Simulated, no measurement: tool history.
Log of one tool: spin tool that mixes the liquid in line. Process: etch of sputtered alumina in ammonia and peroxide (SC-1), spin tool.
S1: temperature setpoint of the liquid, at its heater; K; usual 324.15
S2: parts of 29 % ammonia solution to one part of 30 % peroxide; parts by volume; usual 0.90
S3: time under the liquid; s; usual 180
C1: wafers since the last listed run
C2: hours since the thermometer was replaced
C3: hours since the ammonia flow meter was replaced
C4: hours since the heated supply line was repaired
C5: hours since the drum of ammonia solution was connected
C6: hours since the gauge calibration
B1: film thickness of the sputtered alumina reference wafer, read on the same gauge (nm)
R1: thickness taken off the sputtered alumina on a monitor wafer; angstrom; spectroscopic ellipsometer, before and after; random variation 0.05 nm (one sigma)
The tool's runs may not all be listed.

run	hour	S1	S2	S3	C1	C2	C3	C4	C5	C6	B1	R1
1	0.0	324.15	0.45	240	0	312.5	531.3	71.2	710.2	4222.0	50.04	125.5
2	91.6	318.65	1.20	115	358	404.1	622.9	162.8	801.8	4313.6	49.99	48.5
3	136.3	324.15	0.90	180	174	448.8	667.6	207.5	846.5	4358.3	50.03	100.4
# hour 193.7: ammonia flow meter replaced
# hour 326.7: new drum of ammonia solution connected
4	346.2	319.15	1.05	145	813	658.7	152.5	417.4	19.5	4568.2	49.97	60.8
5	452.6	324.15	1.05	180	416	765.1	258.9	523.8	125.9	4674.6	49.98	99.5
6	492.4	330.65	0.70	260	155	804.9	298.7	563.6	165.7	4714.4	49.99	194.1
# hour 532.3: gauge calibrated
7	583.7	332.15	0.45	110	357	896.2	390.0	654.9	257.0	51.4	49.99	84.3
8	687.0	317.15	1.20	100	404	999.5	493.3	758.2	360.3	154.7	50.06	36.8
# hour 697.3: heated supply line repaired
9	792.1	324.15	0.90	180	407	1104.6	598.4	94.8	465.4	259.8	50.02	100.9
10	892.1	332.65	0.90	180	391	1204.6	698.4	194.8	565.4	359.8	50.02	156.2
11	956.5	324.15	1.20	220	251	1269.0	762.8	259.2	629.8	424.2	49.97	125.4
# hour 1055.5: ammonia flow meter replaced
12	1059.5	324.15	0.75	180	398	1372.0	4.0	362.2	732.8	527.2	50.01	97.2
13	1099.8	314.65	1.20	250	157	1412.3	44.3	402.5	773.1	567.5	50.00	81.9
14	1182.0	321.15	1.15	135	321	1494.5	126.5	484.7	855.3	649.7	50.00	63.8
15	1229.4	317.15	1.20	100	185	1541.9	173.9	532.1	902.7	697.1	50.00	37.3
16	1270.6	324.15	0.90	180	161	1583.1	215.1	573.3	943.9	738.3	49.99	97.1
17	1357.3	317.65	0.70	280	339	1669.8	301.8	660.0	1030.6	825.0	50.00	101.6
# hour 1370.8: new drum of ammonia solution connected
18	1443.3	324.15	0.90	180	332	1755.8	387.8	746.0	72.5	911.0	49.95	96.0
19	1538.6	328.65	0.45	280	372	1851.1	483.1	841.3	167.8	1006.3	50.03	175.8
20	1605.2	324.15	0.60	180	260	1917.7	549.7	907.9	234.4	1072.9	50.03	90.8
# hour 1636.3: heated supply line repaired
21	1673.4	316.15	0.90	180	262	1985.9	617.9	37.1	302.6	1141.1	50.02	64.6
22	1763.0	331.65	1.10	230	350	2075.5	707.5	126.7	392.2	1230.7	50.01	195.0
23	1822.9	314.65	1.15	150	234	2135.4	767.4	186.6	452.1	1290.6	50.01	50.0
24	1871.8	315.65	0.50	255	191	2184.3	816.3	235.5	501.0	1339.5	49.96	83.2

Forecast each of these 4 alternatives for the next run:
A	1872.3	324.15	0.90	85	1	2184.8	816.8	236.0	501.5	1340.0	?	?
B	1872.3	327.65	0.55	265	1	2184.8	816.8	236.0	501.5	1340.0	?	?
C	1872.3	324.15	0.90	215	1	2184.8	816.8	236.0	501.5	1340.0	?	?
D	1872.3	328.65	0.55	250	1	2184.8	816.8	236.0	501.5	1340.0	?	?

run	B1	R1
A	49.98	47.0
B	49.98	169.1
C	49.98	118.9
D	49.98	168.2
Without the tool's hidden state the same runs would have given:
run	R1
A	48.2
B	173.3
C	122.0
D	172.4
